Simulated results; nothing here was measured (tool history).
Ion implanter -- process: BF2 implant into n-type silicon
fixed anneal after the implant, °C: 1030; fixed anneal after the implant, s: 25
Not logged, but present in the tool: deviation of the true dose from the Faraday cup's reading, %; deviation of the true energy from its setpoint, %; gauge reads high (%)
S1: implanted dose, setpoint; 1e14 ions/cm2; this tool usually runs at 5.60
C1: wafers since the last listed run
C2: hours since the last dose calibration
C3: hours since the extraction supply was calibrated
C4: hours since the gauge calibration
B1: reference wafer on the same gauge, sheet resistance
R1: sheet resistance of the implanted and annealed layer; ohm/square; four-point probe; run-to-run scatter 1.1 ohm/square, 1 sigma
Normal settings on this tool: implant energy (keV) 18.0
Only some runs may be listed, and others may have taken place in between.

Run 1, hour 0.0: usual settings but implant energy (keV) 21.5; C1 0; C2 548.9; C3 3361.2; C4 185.6; B1 239.92. Result: R1 236.31 ohm/square.
Run 2, hour 22.6: usual settings but implant energy (keV) 21.5; C1 388; C2 571.5; C3 3383.8; C4 208.2; B1 240.09. Result: R1 237.40 ohm/square.
Run 3, hour 45.7: usual settings but implant energy (keV) 21.5; C1 396; C2 594.6; C3 3406.9; C4 231.3; B1 240.24. Result: R1 236.78 ohm/square.
Run 4, hour 58.5: usual settings; C1 219; C2 607.4; C3 3419.7; C4 244.1; B1 239.87. Result: R1 242.70 ohm/square.
Run 5, hour 86.4: usual settings; C1 479; C2 635.3; C3 3447.6; C4 272.0; B1 240.08. Result: R1 243.31 ohm/square.
Run 6, hour 101.0: usual settings; C1 250; C2 649.9; C3 3462.2; C4 286.6; B1 240.03. Result: R1 244.09 ohm/square.
At hour 118.5: gauge calibrated.
Run 7, hour 119.0: usual settings; C1 309; C2 667.9; C3 3480.2; C4 0.5; B1 240.13. Result: R1 243.50 ohm/square.
Run 8, hour 137.5: usual settings; C1 317; C2 686.4; C3 3498.7; C4 19.0; B1 239.74. Result: R1 244.78 ohm/square.
Run 9, hour 155.6: usual settings; C1 310; C2 704.5; C3 3516.8; C4 37.1; B1 240.04. Result: R1 243.87 ohm/square.
At hour 188.6: extraction supply calibrated.
Run 10, hour 189.1: usual settings; C1 437; C2 738.0; C3 0.5; C4 70.6; B1 240.17. Result: R1 243.75 ohm/square.
Run 11, hour 205.9: usual settings but implant energy (keV) 14.5; C1 288; C2 754.8; C3 17.3; C4 87.4; B1 239.72. Result: R1 254.03 ohm/square.
Run 12, hour 224.8: usual settings but implant energy (keV) 14.5; C1 324; C2 773.7; C3 36.2; C4 106.3; B1 239.96. Result: R1 254.62 ohm/square.
Run 13, hour 250.8: usual settings but S1 6.67 1e14 ions/cm2, implant energy (keV) 16.0; C1 446; C2 799.7; C3 62.2; C4 132.3; B1 239.93. Result: R1 220.69 ohm/square.
Run 14, hour 265.3: usual settings but S1 6.42 1e14 ions/cm2, implant energy (keV) 23.0; C1 249; C2 814.2; C3 76.7; C4 146.8; B1 240.19. Result: R1 209.43 ohm/square.
Run 15, hour 282.3: usual settings but implant energy (keV) 21.0; C1 291; C2 831.2; C3 93.7; C4 163.8; B1 239.95. Result: R1 238.91 ohm/square.
Run 16, hour 301.4: usual settings; C1 328; C2 850.3; C3 112.8; C4 182.9; B1 240.07. Result: R1 246.29 ohm/square.
At hour 310.5: Faraday cup replaced and dose calibrated.
Run 17, hour 316.6: usual settings but S1 4.58 1e14 ions/cm2, implant energy (keV) 21.5; C1 123; C2 6.1; C3 128.0; C4 198.1; B1 240.29. Result: R1 269.68 ohm/square.

Predict the results of run 18:
Run 18, hour 351.7: usual settings; C1 602; C2 41.2; C3 163.1; C4 233.2; B1 ?. Result: R1 ?.

{"run 18": {"B1": 239.82, "R1": 234.8}}
On a tool with no hidden condition, and with the same random variation, this run would have come out at R1 233.76 ohm/square.
